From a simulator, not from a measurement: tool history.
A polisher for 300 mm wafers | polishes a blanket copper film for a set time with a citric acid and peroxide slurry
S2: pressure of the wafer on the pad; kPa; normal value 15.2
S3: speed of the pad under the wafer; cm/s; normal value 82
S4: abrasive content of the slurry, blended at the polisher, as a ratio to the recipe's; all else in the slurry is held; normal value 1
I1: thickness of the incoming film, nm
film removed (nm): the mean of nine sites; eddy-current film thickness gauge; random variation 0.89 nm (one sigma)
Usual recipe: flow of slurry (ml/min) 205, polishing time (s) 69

Run 1, day 0: usual settings but S4 0.85, polishing time (s) 57; I1 642. Result: film removed (nm) 84.3.
At day 0.621: worn pad replaced by a new one.
Run 2, day 0.642: usual settings; I1 642.6. Result: film removed (nm) 107.4.
Run 3, day 1.667: usual settings but polishing time (s) 85; I1 644.1. Result: film removed (nm) 127.7.
Run 4, day 2.692: usual settings but polishing time (s) 85; I1 641.7. Result: film removed (nm) 127.7.
At day 3.325: slurry blender recalibrated.
Run 5, day 3.642: usual settings but polishing time (s) 85; I1 638.9. Result: film removed (nm) 127.8.
Run 6, day 4.358: usual settings; I1 626.8. Result: film removed (nm) 103.8.
Run 7, day 5.058: usual settings; I1 639. Result: film removed (nm) 102.5.
At day 5.575: worn pad replaced by a new one.
Run 8, day 6.492: usual settings; I1 626.5. Result: film removed (nm) 102.4.
At day 7.346: slurry blender recalibrated.
Run 9, day 7.358: usual settings; I1 643.6. Result: film removed (nm) 101.6.
Run 10, day 8.788: usual settings but S2 12.4 kPa; I1 633.8. Result: film removed (nm) 84.4.
At day 9.462: worn pad replaced by a new one.
At day 9.825: slurry nozzle cleaned.
Run 11, day 10.238: usual settings but S3 98 cm/s; I1 636.3. Result: film removed (nm) 130.4.
At day 11.075: head pressure recalibrated.
Run 12, day 11.225: usual settings but flow of slurry (ml/min) 240, S2 11 kPa, S3 72 cm/s, S4 0.7; I1 639.1. Result: film removed (nm) 70.1.
At day 11.742: slurry blender recalibrated.
Run 13, day 11.792: usual settings but flow of slurry (ml/min) 155, S2 12.4 kPa, S4 0.75, polishing time (s) 61; I1 639.7. Result: film removed (nm) 72.6.
Run 14, day 12.846: usual settings but S2 13.1 kPa; I1 650.1. Result: film removed (nm) 96.4.
Run 15, day 13.896: usual settings; I1 644.9. Result: film removed (nm) 106.8.
At day 14.254: worn pad replaced by a new one.
Run 16, day 15.229: usual settings but S4 0.75, polishing time (s) 88; I1 646.6. Result: film removed (nm) 130.7.
At day 16.429: slurry blender recalibrated.
Run 17, day 16.654: usual settings; I1 644.5. Result: film removed (nm) 106.1.
Run 18, day 17.779: usual settings but S4 0.85; I1 639.5. Result: film removed (nm) 102.3.

How would selected steps in film removed (nm) from run to run divide? Give the signed amount a tool lacking its hidden state would still show from settings, what came in and random variation, and the signed amount left for the hidden state, including any gauge scatter that is not in both of the compared results.
The tool's hidden condition here consists of: removal rate lost through wear of the pad, %; slurry flow missing at the pad, %; deviation of the head's pressure from its setpoint, %; abrasive missing from the slurry, %.
Run 10 -> 11: S2 12.4 -> 15.2, S3 82 -> 98, worn pad replaced by a new one, slurry nozzle cleaned. film removed (nm) +46: hidden state +6.6, all else +39.4.
Run 11 -> 12: flow of slurry (ml/min) 205 -> 240, S2 15.2 -> 11, S3 98 -> 72, S4 1 -> 0.7, head pressure recalibrated. film removed (nm) -60.3: hidden state +0.2, all else -60.5.
